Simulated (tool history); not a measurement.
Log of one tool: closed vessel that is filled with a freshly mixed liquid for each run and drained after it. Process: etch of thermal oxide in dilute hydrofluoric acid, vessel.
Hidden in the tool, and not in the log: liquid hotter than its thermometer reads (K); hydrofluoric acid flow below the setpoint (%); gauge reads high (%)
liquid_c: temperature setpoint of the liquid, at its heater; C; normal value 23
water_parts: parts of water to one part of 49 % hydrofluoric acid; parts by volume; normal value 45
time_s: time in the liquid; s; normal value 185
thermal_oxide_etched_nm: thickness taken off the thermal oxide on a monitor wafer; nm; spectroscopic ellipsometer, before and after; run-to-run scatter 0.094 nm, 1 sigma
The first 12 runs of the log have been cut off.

run,hour,liquid_c,water_parts,time_s,wafers since the last listed run,hours since the thermometer was replaced,hours since the hydrofluoric acid flow meter was replaced,hours since the gauge calibration,"read-back film thickness of the thermal oxide reference wafer, read on the same gauge (nm)",thermal_oxide_etched_nm
# hour 713.8: hydrofluoric acid flow meter replaced, repeated, since the last time left the tool worse
13,777.2,23,45,185,11582,425.9,63.4,230.5,139.98,20.5
14,842.9,26,45,130,7138,491.6,129.1,296.2,140.02,16.12
15,873.8,23,55,185,3357,522.5,160,327.1,140.03,16.33
16,929.9,27,45,185,6095,578.6,216.1,383.2,139.97,23.94
17,955.9,23,45,225,2824,604.6,242.1,409.2,139.98,24.78
18,992.4,18.5,60,85,3965,641.1,278.6,445.7,140.01,5.65
19,1041.7,25,45,125,5356,690.4,327.9,495,139.97,14.77
20,1096.4,23,45,185,5943,745.1,382.6,549.7,140,19.98
21,1140,25,45,125,4737,788.7,426.2,593.3,140.01,14.71
22,1192.6,23,30,290,5715,841.3,478.8,645.9,140.02,48.1
23,1238.6,27,30,235,4998,887.3,524.8,691.9,139.99,45.72
24,1265.3,25,30,100,2901,914,551.5,718.6,139.97,17.84
25,1326.3,23,45,185,6627,975,612.5,779.6,140.02,19.85
26,1367.8,21,50,185,4509,1016.5,654,821.1,140.04,16.37
27,1396.1,23,45,185,3074,1044.8,682.3,849.4,139.99,19.9
28,1452.5,24.5,45,285,6128,1101.2,738.7,905.8,140.02,32.15
29,1521.8,23,45,185,7529,1170.5,808,975.1,140,19.65
30,1560.8,23,25,185,4237,1209.5,847,1014.1,139.98,36.23
31,1585.1,26.5,30,295,2640,1233.8,871.3,1038.4,139.95,55.61
32,1612.7,24.5,45,185,2998,1261.4,898.9,1066,139.98,20.76
# hour 1634.3: hydrofluoric acid flow meter replaced
33,1645.3,20,60,105,3433,1294,11,1098.6,140,7.57
34,1704,19,45,145,6377,1352.7,69.7,1157.3,139.99,13.62

Each row is a separate what-if for the run after 34, all from the same tool condition, not one after another. Results?
A,1704.7,23,45,185,76,1353.4,70.4,1158,?,?
B,1704.7,21.5,60,105,76,1353.4,70.4,1158,?,?
C,1704.7,23,35,110,76,1353.4,70.4,1158,?,?

run,"read-back film thickness of the thermal oxide reference wafer, read on the same gauge (nm)",thermal_oxide_etched_nm
A,139.99,20.47
B,139.99,8.03
C,139.99,15.85
Take away the tool's hidden state, keep each run's random variation, and the runs would have read:
run,thermal_oxide_etched_nm
A,20.56
B,8.07
C,15.93
